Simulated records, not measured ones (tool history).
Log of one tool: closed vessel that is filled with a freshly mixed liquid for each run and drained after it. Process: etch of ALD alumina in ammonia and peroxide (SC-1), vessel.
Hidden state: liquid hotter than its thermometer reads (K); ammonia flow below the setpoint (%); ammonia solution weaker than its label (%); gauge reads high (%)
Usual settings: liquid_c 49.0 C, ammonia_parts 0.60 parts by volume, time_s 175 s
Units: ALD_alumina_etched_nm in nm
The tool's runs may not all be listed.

run   hour  liquid_c  ammonia_parts  time_s  wafers since the last listed run  hours since the thermometer was replaced  hours since the ammonia flow meter was replaced  hours since the drum of ammonia solution was connected  hours since the gauge calibration  read-back film thickness of the ALD alumina reference wafer, read on the same gauge (nm)  ALD_alumina_etched_nm
  1    0.0      49.0           0.60     175                                 0                                    1350.2                                           2025.4                                                    23.7                              693.2                                                                                     59.99                  11.91
  2   22.1      49.0           0.60     175                              1210                                    1372.3                                           2047.5                                                    45.8                              715.3                                                                                     60.00                  11.99
  3  110.5      49.0           0.50     175                              4841                                    1460.7                                           2135.9                                                   134.2                              803.7                                                                                     60.01                  11.87
  4  134.8      49.0           0.50     175                              1330                                    1485.0                                           2160.2                                                   158.5                              828.0                                                                                     59.99                  11.86
  5  194.9      49.0           0.60     175                              3291                                    1545.1                                           2220.3                                                   218.6                              888.1                                                                                     60.01                  12.11
     196.4  -- thermometer replaced
  6  217.2      49.0           0.60     175                              1166                                      20.8                                           2242.6                                                   240.9                              910.4                                                                                     60.00                  10.78
  7  243.6      49.0           0.60     175                              1445                                      47.2                                           2269.0                                                   267.3                              936.8                                                                                     60.01                  10.76
  8  273.4      46.0           0.90     145                              1631                                      77.0                                           2298.8                                                   297.1                              966.6                                                                                     59.98                   7.86
  9  300.8      49.0           0.60     175                              1500                                     104.4                                           2326.2                                                   324.5                              994.0                                                                                     59.99                  10.79
 10  319.9      57.5           0.75     115                              1045                                     123.5                                           2345.3                                                   343.6                             1013.1                                                                                     60.02                  11.46
 11  336.2      49.0           0.40     220                               892                                     139.8                                           2361.6                                                   359.9                             1029.4                                                                                     60.00                  13.19
 12  361.1      57.5           0.60     240                              1363                                     164.7                                           2386.5                                                   384.8                             1054.3                                                                                     60.01                  23.55
 13  376.0      57.5           0.60     240                               815                                     179.6                                           2401.4                                                   399.7                             1069.2                                                                                     59.99                  23.81
     392.9  -- gauge calibrated
 14  411.2      49.0           0.40     175                              1927                                     214.8                                           2436.6                                                   434.9                               18.3                                                                                     60.01                  10.47
     428.2  -- ammonia flow meter replaced
 15  442.9      49.0           0.60     175                              1681                                     246.5                                             14.7                                                   466.6                               50.0                                                                                     59.98                  11.08
 16  459.4      49.0           0.70     175                               903                                     263.0                                             31.2                                                   483.1                               66.5                                                                                     60.02                  11.12
 17  475.1      49.0           0.60     175                               859                                     278.7                                             46.9                                                   498.8                               82.2                                                                                     59.98                  10.88
 18  508.7      53.0           0.70     215                              1840                                     312.3                                             80.5                                                   532.4                              115.8                                                                                     59.99                  17.14
 19  521.0      49.0           0.60     175                               673                                     324.6                                             92.8                                                   544.7                              128.1                                                                                     60.00                  10.90
 20  537.6      49.0           0.75      75                               909                                     341.2                                            109.4                                                   561.3                              144.7                                                                                     59.99                   4.82
 21  562.8      45.0           0.30     110                              1380                                     366.4                                            134.6                                                   586.5                              169.9                                                                                     60.01                   5.18
 22  595.9      53.0           0.75     260                              1812                                     399.5                                            167.7                                                   619.6                              203.0                                                                                     60.01                  20.89
 23  618.9      49.0           0.75      75                              1259                                     422.5                                            190.7                                                   642.6                              226.0                                                                                     60.02                   4.83
 24  635.9      42.0           0.60     115                               930                                     439.5                                            207.7                                                   659.6                              243.0                                                                                     59.99                   4.92
 25  656.2      44.5           0.85     225                              1111                                     459.8                                            228.0                                                   679.9                              263.3                                                                                     60.00                  11.38
 26  680.4      46.0           0.60     175                              1325                                     484.0                                            252.2                                                   704.1                              287.5                                                                                     60.02                   9.38
 27  694.9      55.5           0.45     175                               794                                     498.5                                            266.7                                                   718.6                              302.0                                                                                     60.00                  15.38
 28  725.6      49.0           0.60     175                              1681                                     529.2                                            297.4                                                   749.3                              332.7                                                                                     60.01                  11.11

5 ways to go on from here, each from the tool as it stands after run 28. What would each give?
  A  726.3      49.0           0.60     175                                38                                     529.9                                            298.1                                                   750.0                              333.4                                                                                         ?                      ?
  B  726.3      49.0           0.85     175                                38                                     529.9                                            298.1                                                   750.0                              333.4                                                                                         ?                      ?
  C  726.3      49.0           0.70     100                                38                                     529.9                                            298.1                                                   750.0                              333.4                                                                                         ?                      ?
  D  726.3      57.0           0.80     175                                38                                     529.9                                            298.1                                                   750.0                              333.4                                                                                         ?                      ?
  E  726.3      39.0           0.85      95                                38                                     529.9                                            298.1                                                   750.0                              333.4                                                                                         ?                      ?

run  read-back film thickness of the ALD alumina reference wafer, read on the same gauge (nm)  ALD_alumina_etched_nm
  A                                                                                     60.02                  11.14
  B                                                                                     60.02                  11.52
  C                                                                                     60.02                   6.46
  D                                                                                     60.02                  17.58
  E                                                                                     60.02                   3.53
Without the tool's hidden state the same runs would have given:
run  ALD_alumina_etched_nm
  A                  10.71
  B                  11.07
  C                   6.21
  D                  16.94
  E                   3.39

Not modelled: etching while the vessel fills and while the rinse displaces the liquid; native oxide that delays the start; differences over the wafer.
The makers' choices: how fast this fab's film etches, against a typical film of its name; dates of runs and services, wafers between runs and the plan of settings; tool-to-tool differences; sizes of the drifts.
